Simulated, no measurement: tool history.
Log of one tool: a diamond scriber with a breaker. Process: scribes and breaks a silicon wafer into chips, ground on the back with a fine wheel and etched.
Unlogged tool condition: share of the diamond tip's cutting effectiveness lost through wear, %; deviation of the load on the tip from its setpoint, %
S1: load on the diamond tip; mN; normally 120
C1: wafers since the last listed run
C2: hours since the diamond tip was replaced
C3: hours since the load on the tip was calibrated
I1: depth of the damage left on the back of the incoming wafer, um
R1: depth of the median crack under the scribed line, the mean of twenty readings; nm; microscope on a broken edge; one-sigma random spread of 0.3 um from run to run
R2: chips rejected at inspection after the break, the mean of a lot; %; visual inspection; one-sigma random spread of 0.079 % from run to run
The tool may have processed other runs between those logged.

run   hour   S1  C1     C2      C3    I1     R1    R2
  1    0.0  120   0  564.2  2031.8  0.70  15140  1.89
  2   15.6  132  28  579.8  2047.4  0.58  16190  2.63
  3   31.6  112  28  595.8  2063.4  0.53  14750  2.20
  4   40.3  120  15  604.5  2072.1  0.41  15700  1.89
  5   52.8  120  22  617.0  2084.6  0.70  15450  2.00
  6   70.7  120  32  634.9  2102.5  0.41  15770  1.92
  7   85.6  120  26  649.8  2117.4  0.45  14980  1.98
  8   91.8  120  11  656.0  2123.6  0.58  15450  1.98
  9   99.9  120  14  664.1  2131.7  0.48  15490  2.04
 10  112.3  120  22  676.5  2144.1  0.51  15000  1.84
 11  124.1  120  21  688.3  2155.9  0.36  15170  1.88
 12  139.2  120  27  703.4  2171.0  0.77  14990  1.94
 13  150.9  102  21  715.1  2182.7  0.62  14280  3.30
 14  161.6  109  19  725.8  2193.4  0.58  13790  2.49
 15  171.7  109  18  735.9  2203.5  0.69  14370  2.28
 16  186.4  120  26  750.6  2218.2  0.58  15210  1.99
 17  193.3  120  12  757.5  2225.1  0.32  15960  1.96
     206.0  -- load on the tip recalibrated
 18  210.4  120  27  774.6     4.4  0.74  15680  1.83
 19  225.8  120  27  790.0    19.8  0.31  15050  1.87
 20  235.8  131  17  800.0    29.8  0.38  16340  2.35
 21  245.2  120  16  809.4    39.2  0.67  15190  2.02
 22  252.1  154  12  816.3    46.1  0.34  18410  5.07
 23  260.7  109  15  824.9    54.7  0.48  14470  2.55
 24  268.4   98  13  832.6    62.4  0.31  13680  4.23
 25  278.0   96  17  842.2    72.0  0.39  12990  4.57
 26  285.3  139  13  849.5    79.3  0.57  16720  3.06
 27  291.6  133  11  855.8    85.6  0.35  16270  2.37
 28  306.3   85  26  870.5   100.3  0.68  12390  8.21
 29  323.4  107  30  887.6   117.4  0.34  14500  2.71
     334.8  -- diamond tip replaced by a new one
 30  335.6   90  18    0.8   129.6  0.66  13290  6.60
 31  352.7  120  30   17.9   146.7  0.45  15240  2.06
 32  369.7  120  30   34.9   163.7  0.47  15370  2.06
 33  386.5  120  30   51.7   180.5  0.53  15590  1.98
 34  400.0  136  24   65.2   194.0  0.74  16650  2.76
 35  412.1  109  21   77.3   206.1  0.30  15010  2.46
 36  423.4  100  20   88.6   217.4  0.62  13750  3.39

Hidden state at the last listed run before each entry between runs and at the first one after, where it differs:
In the gap between runs 17 and 18: load on the tip recalibrated (hour 206.0)
  no difference in the tool's unlogged condition between these two runs
In the gap between runs 29 and 30: diamond tip replaced by a new one (hour 334.8)
  no difference in the tool's unlogged condition between these two runs
